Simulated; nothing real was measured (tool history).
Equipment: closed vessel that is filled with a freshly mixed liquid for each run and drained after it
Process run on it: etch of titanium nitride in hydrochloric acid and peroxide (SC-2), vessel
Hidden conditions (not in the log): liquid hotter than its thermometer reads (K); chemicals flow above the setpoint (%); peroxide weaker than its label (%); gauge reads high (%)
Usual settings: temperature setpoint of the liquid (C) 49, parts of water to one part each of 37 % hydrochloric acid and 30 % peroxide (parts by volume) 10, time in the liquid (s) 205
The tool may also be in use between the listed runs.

run     day  temperature setpoint of the liquid (C)  parts of water to one part each of 37 % hydrochloric acid and 30 % peroxide (parts by volume)  time in the liquid (s)  wafers since the last listed run  hours since the thermometer was replaced  hours since the chemicals flow meter was replaced  hours since the drum of peroxide was connected  hours since the gauge calibration  read-back film thickness of the titanium nitride reference wafer, read on the same gauge (nm)  thickness taken off the titanium nitride on a monitor wafer (Å)
  1       0                                    41.5                                                                                             10                     205                                 0                                    1340.8                                              142.7                                             347                              672.6                                                                                          40.03                                                               51
      0.571  -- thermometer replaced
  2   1.371                                      49                                                                                             10                     205                              3433                                      19.2                                              175.6                                           379.9                              705.5                                                                                          39.97                                                             86.5
  3   2.079                                      51                                                                                             10                     205                              1829                                      36.2                                              192.6                                           396.9                              722.5                                                                                          39.99                                                             98.2
  4   3.321                                      53                                                                                            7.5                     155                              3207                                        66                                              222.4                                           426.7                              752.3                                                                                          39.99                                                              105
  5   4.012                                      49                                                                                             10                     205                              1786                                      82.6                                                239                                           443.3                              768.9                                                                                             40                                                             84.7
  6   4.588                                      54                                                                                           11.5                     150                              1485                                      96.4                                              252.8                                           457.1                              782.7                                                                                          40.01                                                             76.3
  7   5.308                                    40.5                                                                                             10                     300                              1861                                     113.7                                              270.1                                           474.4                                800                                                                                          39.99                                                             69.2
  8   6.138                                      49                                                                                           12.5                     120                              2141                                     133.6                                                290                                           494.3                              819.9                                                                                          39.99                                                             41.1
  9   7.588                                      49                                                                                             10                     205                              3745                                     168.4                                              324.8                                           529.1                              854.7                                                                                             40                                                             84.6
 10   9.017                                      49                                                                                             10                     205                              3691                                     202.7                                              359.1                                           563.4                                889                                                                                          40.01                                                             84.2
      9.538  -- gauge calibrated
      9.838  -- new drum of peroxide connected
 11  10.038                                      49                                                                                           11.5                     295                              2529                                     227.2                                              383.6                                             4.8                                 12                                                                                             40                                                            113.5
 12  11.038                                      49                                                                                             10                     205                              2583                                     251.2                                              407.6                                            28.8                                 36                                                                                             40                                                             87.9
 13  12.121                                      49                                                                                             10                     205                              2798                                     277.2                                              433.6                                            54.8                                 62                                                                                          39.99                                                             88.4
 14  13.383                                    39.5                                                                                           13.5                     245                              3261                                     307.5                                              463.9                                            85.1                               92.3                                                                                             40                                                             42.6
 15  14.321                                      59                                                                                            8.5                     265                              2421                                       330                                              486.4                                           107.6                              114.8                                                                                          39.98                                                            247.2
 16  15.138                                      49                                                                                              8                     125                              2109                                     349.6                                                506                                           127.2                              134.4                                                                                          40.01                                                             64.1
 17  16.083                                      54                                                                                             10                     205                              2443                                     372.3                                              528.7                                           149.9                              157.1                                                                                             40                                                            120.5
 18  19.892                                      49                                                                                             10                     155                              9837                                     463.7                                              620.1                                           241.3                              248.5                                                                                             40                                                             65.8
 19  21.308                                      49                                                                                             10                     205                              3659                                     497.7                                              654.1                                           275.3                              282.5                                                                                          40.01                                                             85.7
 20  22.746                                      49                                                                                             10                     205                              3713                                     532.2                                              688.6                                           309.8                                317                                                                                             40                                                             85.4
 21  23.867                                      49                                                                                             10                     205                              2895                                     559.1                                              715.5                                           336.7                              343.9                                                                                             40                                                             85.6
 22  24.646                                      49                                                                                           14.5                     295                              2012                                     577.8                                              734.2                                           355.4                              362.6                                                                                          40.01                                                             89.1
 23    25.8                                    51.5                                                                                             10                     255                              2981                                     605.5                                              761.9                                           383.1                              390.3                                                                                          39.99                                                            126.6
 24   26.85                                      43                                                                                              8                     150                              2712                                     630.7                                              787.1                                           408.3                              415.5                                                                                          39.99                                                             49.8
 25  27.433                                      49                                                                                             13                     250                              1506                                     644.7                                              801.1                                           422.3                              429.5                                                                                          39.99                                                             82.3
 26  31.129                                      45                                                                                             10                     205                              9546                                     733.4                                              889.8                                             511                              518.2                                                                                          39.99                                                             63.9
 27  32.417                                      49                                                                                             10                     205                              3325                                     764.3                                              920.7                                           541.9                              549.1                                                                                          40.01                                                             83.6
 28  33.258                                      49                                                                                             10                     205                              2174                                     784.5                                              940.9                                           562.1                              569.3                                                                                             40                                                               83

Hidden state at the last listed run before each entry between runs and at the first one after, where it differs:
Runs 1 to 2: thermometer replaced (day 0.571)
  peroxide weaker than its label (%): 4.57 -> 5
  measured value less the no-hidden-state value, thickness taken off the titanium nitride on a monitor wafer (Å): -2.2 -> -4.2
Runs 10 to 11: gauge calibrated (day 9.538); new drum of peroxide connected (day 9.838)
  peroxide weaker than its label (%): 7.39 -> 1.02
  measured value less the no-hidden-state value, thickness taken off the titanium nitride on a monitor wafer (Å): -6.2 -> -1.1
